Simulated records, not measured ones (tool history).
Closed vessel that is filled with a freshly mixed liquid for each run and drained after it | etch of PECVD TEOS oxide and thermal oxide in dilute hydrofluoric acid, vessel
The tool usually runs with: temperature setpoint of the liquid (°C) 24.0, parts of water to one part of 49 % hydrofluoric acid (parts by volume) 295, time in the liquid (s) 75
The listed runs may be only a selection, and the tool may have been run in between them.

run,hour,temperature setpoint of the liquid (°C),parts of water to one part of 49 % hydrofluoric acid (parts by volume),time in the liquid (s),"read-back film thickness of the PECVD TEOS oxide reference wafer, read on the same gauge (nm)","read-back film thickness of the thermal oxide reference wafer, read on the same gauge (nm)",thickness taken off the PECVD TEOS oxide on a monitor wafer (nm),thickness taken off the thermal oxide on a monitor wafer (nm)
1,0.0,24.0,295,75,90.00,139.999,4.67,0.908
2,12.3,21.0,295,75,90.04,140.018,4.24,0.808
3,19.9,24.0,295,75,90.00,139.977,4.61,0.919
4,31.6,24.0,295,100,90.01,139.963,6.12,1.209
5,65.8,24.0,295,100,90.01,140.000,6.06,1.191
6,76.6,24.0,295,100,90.01,140.007,6.02,1.143
7,91.1,20.0,295,75,89.99,139.985,3.97,0.770
8,100.6,24.0,205,105,89.99,139.969,10.03,1.896
# hour 113.9: thermometer replaced
# hour 116.6: hydrofluoric acid flow meter replaced
9,117.1,24.0,295,75,90.02,139.999,5.30,0.995
10,133.1,24.0,295,75,89.99,139.991,5.29,1.011
11,140.4,24.0,295,75,89.98,139.982,5.25,1.056
12,154.0,24.0,295,75,89.96,140.022,5.19,0.973
# hour 159.9: gauge calibrated
13,171.3,21.0,340,30,90.00,140.058,1.58,0.297
14,186.8,24.0,295,75,90.02,140.005,5.16,0.968
15,195.2,24.0,295,75,90.02,139.930,5.18,0.977
16,205.1,20.0,295,40,89.94,140.007,2.41,0.471
17,221.1,24.0,295,75,89.96,139.958,5.16,0.989
18,228.4,19.5,160,75,90.00,140.016,9.20,1.824
19,240.7,24.0,295,60,90.02,140.006,4.08,0.802
20,248.8,24.0,295,45,90.01,140.064,3.02,0.574
21,263.8,24.0,375,75,90.03,139.979,3.73,0.697
22,276.0,24.0,295,75,90.04,139.967,5.00,0.959
23,282.6,21.0,200,105,89.96,139.995,10.21,1.965
24,292.1,19.5,215,75,90.00,139.956,6.28,1.236

Below are 4 alternative next runs, each starting from the tool's condition after run 24. Predict each:
A,292.8,24.0,350,75,?,?,?,?
B,292.8,19.0,295,100,?,?,?,?
C,292.8,19.0,395,40,?,?,?,?
D,292.8,20.0,295,95,?,?,?,?

run,"read-back film thickness of the PECVD TEOS oxide reference wafer, read on the same gauge (nm)","read-back film thickness of the thermal oxide reference wafer, read on the same gauge (nm)",thickness taken off the PECVD TEOS oxide on a monitor wafer (nm),thickness taken off the thermal oxide on a monitor wafer (nm)
A,89.99,139.978,4.01,0.781
B,89.99,139.978,5.61,1.092
C,89.99,139.978,1.53,0.299
D,89.99,139.978,5.53,1.076
Without the tool's unlogged condition, the same runs would have read:
run,thickness taken off the PECVD TEOS oxide on a monitor wafer (nm),thickness taken off the thermal oxide on a monitor wafer (nm)
A,4.36,0.849
B,6.08,1.183
C,1.67,0.325
D,5.99,1.166

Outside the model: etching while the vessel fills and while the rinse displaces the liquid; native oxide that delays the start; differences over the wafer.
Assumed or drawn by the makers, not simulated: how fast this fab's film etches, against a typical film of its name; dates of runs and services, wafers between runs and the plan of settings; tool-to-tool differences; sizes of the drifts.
